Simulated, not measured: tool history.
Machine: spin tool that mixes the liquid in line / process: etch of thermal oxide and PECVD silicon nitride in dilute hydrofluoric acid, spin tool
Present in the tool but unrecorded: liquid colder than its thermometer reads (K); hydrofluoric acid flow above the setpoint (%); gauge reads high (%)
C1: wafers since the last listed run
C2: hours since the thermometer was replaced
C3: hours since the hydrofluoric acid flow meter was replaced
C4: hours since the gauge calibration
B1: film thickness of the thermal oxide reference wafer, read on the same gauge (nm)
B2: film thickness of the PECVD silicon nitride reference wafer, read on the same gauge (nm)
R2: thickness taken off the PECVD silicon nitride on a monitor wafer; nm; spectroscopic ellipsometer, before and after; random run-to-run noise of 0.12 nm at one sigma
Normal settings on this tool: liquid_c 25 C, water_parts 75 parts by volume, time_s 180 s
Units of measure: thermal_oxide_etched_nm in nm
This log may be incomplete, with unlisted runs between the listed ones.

{"run": 1, "day": 0.0, "liquid_c": 25, "water_parts": 45, "time_s": 180, "C1": 0, "C2": 452.6, "C3": 1521.7, "C4": 1164.1, "B1": 109.97, "B2": 110.01, "thermal_oxide_etched_nm": 20.28, "R2": 22.73}
{"run": 2, "day": 3.367, "liquid_c": 25, "water_parts": 45, "time_s": 180, "C1": 335, "C2": 533.4, "C3": 1602.5, "C4": 1244.9, "B1": 110, "B2": 110, "thermal_oxide_etched_nm": 20.25, "R2": 23.11}
{"run": 3, "day": 7.588, "liquid_c": 25, "water_parts": 75, "time_s": 180, "C1": 420, "C2": 634.7, "C3": 1703.8, "C4": 1346.2, "B1": 110, "B2": 110, "thermal_oxide_etched_nm": 11.66, "R2": 13.55}
{"run": 4, "day": 9.671, "liquid_c": 25, "water_parts": 75, "time_s": 180, "C1": 207, "C2": 684.7, "C3": 1753.8, "C4": 1396.2, "B1": 110.04, "B2": 110.01, "thermal_oxide_etched_nm": 11.63, "R2": 13.77}
{"run": 5, "day": 13.129, "liquid_c": 26.5, "water_parts": 50, "time_s": 280, "C1": 344, "C2": 767.7, "C3": 1836.8, "C4": 1479.2, "B1": 110, "B2": 110, "thermal_oxide_etched_nm": 29.91, "R2": 34.13}
{"run": 6, "day": 15.467, "liquid_c": 22, "water_parts": 90, "time_s": 85, "C1": 233, "C2": 823.8, "C3": 1892.9, "C4": 1535.3, "B1": 109.99, "B2": 110, "thermal_oxide_etched_nm": 3.97, "R2": 4.38}
{"day": 17.546, "done": "hydrofluoric acid flow meter replaced"}
{"day": 17.733, "done": "thermometer replaced"}
{"run": 7, "day": 18.088, "liquid_c": 25, "water_parts": 90, "time_s": 235, "C1": 253, "C2": 8.5, "C3": 13, "C4": 1598.2, "B1": 109.98, "B2": 109.99, "thermal_oxide_etched_nm": 12.34, "R2": 15.03}
{"run": 8, "day": 21.054, "liquid_c": 25, "water_parts": 75, "time_s": 180, "C1": 295, "C2": 79.7, "C3": 84.2, "C4": 1669.4, "B1": 109.99, "B2": 110, "thermal_oxide_etched_nm": 11.46, "R2": 13.6}
{"run": 9, "day": 22.971, "liquid_c": 23, "water_parts": 45, "time_s": 250, "C1": 191, "C2": 125.7, "C3": 130.2, "C4": 1715.4, "B1": 109.98, "B2": 110.02, "thermal_oxide_etched_nm": 25.52, "R2": 27.48}
{"run": 10, "day": 27.288, "liquid_c": 25, "water_parts": 60, "time_s": 180, "C1": 430, "C2": 229.3, "C3": 233.8, "C4": 1819, "B1": 110, "B2": 109.98, "thermal_oxide_etched_nm": 14.56, "R2": 17.14}
{"run": 11, "day": 31.688, "liquid_c": 28.5, "water_parts": 110, "time_s": 180, "C1": 438, "C2": 334.9, "C3": 339.4, "C4": 1924.6, "B1": 110.01, "B2": 110.02, "thermal_oxide_etched_nm": 8.5, "R2": 11.52}
{"run": 12, "day": 35.938, "liquid_c": 25, "water_parts": 75, "time_s": 180, "C1": 423, "C2": 436.9, "C3": 441.4, "C4": 2026.6, "B1": 110.01, "B2": 110, "thermal_oxide_etched_nm": 11.49, "R2": 13.58}
{"run": 13, "day": 39.438, "liquid_c": 28.5, "water_parts": 95, "time_s": 180, "C1": 348, "C2": 520.9, "C3": 525.4, "C4": 2110.6, "B1": 110.02, "B2": 110, "thermal_oxide_etched_nm": 10.09, "R2": 13.41}
{"run": 14, "day": 43.596, "liquid_c": 21, "water_parts": 75, "time_s": 140, "C1": 414, "C2": 620.7, "C3": 625.2, "C4": 2210.4, "B1": 110, "B2": 109.99, "thermal_oxide_etched_nm": 7.53, "R2": 7.82}
{"run": 15, "day": 46.142, "liquid_c": 23.5, "water_parts": 110, "time_s": 180, "C1": 253, "C2": 681.8, "C3": 686.3, "C4": 2271.5, "B1": 110, "B2": 110, "thermal_oxide_etched_nm": 6.98, "R2": 8.2}
{"day": 48.246, "done": "gauge calibrated"}
{"run": 16, "day": 48.354, "liquid_c": 25, "water_parts": 90, "time_s": 255, "C1": 220, "C2": 734.9, "C3": 739.4, "C4": 2.6, "B1": 110.03, "B2": 110, "thermal_oxide_etched_nm": 13.18, "R2": 15.73}
{"day": 51.321, "done": "thermometer replaced"}
{"run": 17, "day": 60.354, "liquid_c": 25, "water_parts": 75, "time_s": 180, "C1": 1192, "C2": 216.8, "C3": 1027.4, "C4": 290.6, "B1": 109.99, "B2": 110.02, "thermal_oxide_etched_nm": 11.73, "R2": 13.87}
{"run": 18, "day": 64.317, "liquid_c": 22, "water_parts": 105, "time_s": 225, "C1": 395, "C2": 311.9, "C3": 1122.5, "C4": 385.7, "B1": 109.95, "B2": 109.99, "thermal_oxide_etched_nm": 8.9, "R2": 10.23}
{"run": 19, "day": 67.317, "liquid_c": 28.5, "water_parts": 95, "time_s": 180, "C1": 299, "C2": 383.9, "C3": 1194.5, "C4": 457.7, "B1": 110, "B2": 110, "thermal_oxide_etched_nm": 10.22, "R2": 13.85}
{"run": 20, "day": 71.317, "liquid_c": 26.5, "water_parts": 50, "time_s": 280, "C1": 398, "C2": 479.9, "C3": 1290.5, "C4": 553.7, "B1": 109.99, "B2": 110.02, "thermal_oxide_etched_nm": 29.67, "R2": 35.24}
{"run": 21, "day": 75.075, "liquid_c": 29, "water_parts": 75, "time_s": 80, "C1": 374, "C2": 570.1, "C3": 1380.7, "C4": 643.9, "B1": 110.01, "B2": 110, "thermal_oxide_etched_nm": 6.07, "R2": 7.78}
{"run": 22, "day": 76.642, "liquid_c": 29.5, "water_parts": 75, "time_s": 125, "C1": 156, "C2": 607.7, "C3": 1418.3, "C4": 681.5, "B1": 110.01, "B2": 109.97, "thermal_oxide_etched_nm": 9.62, "R2": 12.51}
{"run": 23, "day": 80.808, "liquid_c": 25, "water_parts": 55, "time_s": 250, "C1": 415, "C2": 707.7, "C3": 1518.3, "C4": 781.5, "B1": 110.02, "B2": 110.03, "thermal_oxide_etched_nm": 22.47, "R2": 25.6}
{"run": 24, "day": 84.412, "liquid_c": 27, "water_parts": 65, "time_s": 280, "C1": 359, "C2": 794.2, "C3": 1604.8, "C4": 868, "B1": 110.01, "B2": 109.99, "thermal_oxide_etched_nm": 22.8, "R2": 27.46}
{"day": 86.817, "done": "thermometer replaced"}
{"run": 25, "day": 87.008, "liquid_c": 26.5, "water_parts": 55, "time_s": 180, "C1": 254, "C2": 4.6, "C3": 1667.1, "C4": 930.3, "B1": 109.99, "B2": 110, "thermal_oxide_etched_nm": 17.8, "R2": 21.71}

Predict each of these 4 candidate next runs independently; none follows another, all start after run 25:
{"run": "A", "day": 87.029, "liquid_c": 29, "water_parts": 75, "time_s": 180, "C1": 2, "C2": 5.1, "C3": 1667.6, "C4": 930.8, "B1": "?", "B2": "?", "thermal_oxide_etched_nm": "?", "R2": "?"}
{"run": "B", "day": 87.029, "liquid_c": 23.5, "water_parts": 90, "time_s": 140, "C1": 2, "C2": 5.1, "C3": 1667.6, "C4": 930.8, "B1": "?", "B2": "?", "thermal_oxide_etched_nm": "?", "R2": "?"}
{"run": "C", "day": 87.029, "liquid_c": 22.5, "water_parts": 75, "time_s": 180, "C1": 2, "C2": 5.1, "C3": 1667.6, "C4": 930.8, "B1": "?", "B2": "?", "thermal_oxide_etched_nm": "?", "R2": "?"}
{"run": "D", "day": 87.029, "liquid_c": 27.5, "water_parts": 115, "time_s": 260, "C1": 2, "C2": 5.1, "C3": 1667.6, "C4": 930.8, "B1": "?", "B2": "?", "thermal_oxide_etched_nm": "?", "R2": "?"}

run=A B1=110.03 B2=109.99 thermal_oxide_etched_nm=14.02 R2=18.61
run=B B1=110.03 B2=109.99 thermal_oxide_etched_nm=7.18 R2=8.44
run=C B1=110.03 B2=109.99 thermal_oxide_etched_nm=10.82 R2=12.13
run=D B1=110.03 B2=109.99 thermal_oxide_etched_nm=11.83 R2=15.95
What these runs would have given with no unlogged condition in the tool:
run=A thermal_oxide_etched_nm=13.5 R2=18.01
run=B thermal_oxide_etched_nm=6.9 R2=8.16
run=C thermal_oxide_etched_nm=10.42 R2=11.74
run=D thermal_oxide_etched_nm=11.36 R2=15.42
